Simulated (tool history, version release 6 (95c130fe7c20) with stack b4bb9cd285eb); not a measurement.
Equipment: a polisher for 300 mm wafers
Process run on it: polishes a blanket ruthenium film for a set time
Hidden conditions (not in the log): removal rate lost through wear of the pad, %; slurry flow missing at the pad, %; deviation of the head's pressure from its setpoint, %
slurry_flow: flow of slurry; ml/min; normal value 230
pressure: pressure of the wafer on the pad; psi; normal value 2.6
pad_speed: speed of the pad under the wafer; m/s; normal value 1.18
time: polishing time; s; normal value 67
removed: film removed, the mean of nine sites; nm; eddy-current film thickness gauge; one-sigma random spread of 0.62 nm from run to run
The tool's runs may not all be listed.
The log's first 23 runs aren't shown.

run,day,slurry_flow,pressure,pad_speed,time,wafers since the last listed run,wafers polished on this pad,hours since the slurry nozzle was cleaned,hours since the head pressure was calibrated,"incoming thickness of the incoming film, nm",removed
24,51.412,165,3.0,0.92,86,334,674,335.3,58.0,589.9,113.3
25,53.108,230,3.4,1.18,67,337,1012,376.0,98.7,588.4,120.6
# day 59.112: slurry nozzle cleaned
26,59.133,230,2.6,1.18,67,1190,2202,0.5,243.3,602.2,101.0
27,61.200,230,2.6,1.18,67,411,2613,50.1,292.9,591.3,100.8
28,64.179,230,2.6,0.76,51,592,3206,121.6,364.4,589.0,58.0
29,65.575,175,2.6,1.18,78,277,3484,155.1,397.9,592.8,110.7
30,67.138,150,2.3,1.18,67,310,3794,192.6,435.4,600.5,82.7
31,68.871,255,1.9,1.18,73,344,4139,234.2,477.0,583.5,86.2
# day 71.683: worn pad replaced by a new one
32,73.062,280,1.7,1.18,45,800,274,334.8,577.6,587.7,50.8
33,74.571,290,2.6,1.60,78,300,574,371.0,613.8,588.5,147.0
34,75.996,190,2.9,1.42,50,283,858,405.2,648.0,582.8,86.5
35,78.625,230,2.6,1.18,67,523,1381,468.3,711.1,583.1,97.5
36,80.033,230,2.6,1.18,67,280,1661,502.1,744.9,588.1,96.0
37,82.054,230,2.0,0.84,67,402,2063,550.6,793.4,585.4,63.9

Predict each of these 4 candidate next runs independently; none follows another, all start after run 37:
A,82.071,190,2.6,1.18,67,3,2066,551.0,793.8,593.0,?
B,82.071,295,3.1,1.50,67,3,2066,551.0,793.8,593.0,?
C,82.071,305,2.6,1.18,67,3,2066,551.0,793.8,593.0,?
D,82.071,230,2.6,0.78,67,3,2066,551.0,793.8,593.0,?

run,removed
A,91.7
B,133.9
C,99.8
D,74.3
With no hidden state in the tool, these same runs would have given:
run,removed
A,99.2
B,141.2
C,105.0
D,79.3

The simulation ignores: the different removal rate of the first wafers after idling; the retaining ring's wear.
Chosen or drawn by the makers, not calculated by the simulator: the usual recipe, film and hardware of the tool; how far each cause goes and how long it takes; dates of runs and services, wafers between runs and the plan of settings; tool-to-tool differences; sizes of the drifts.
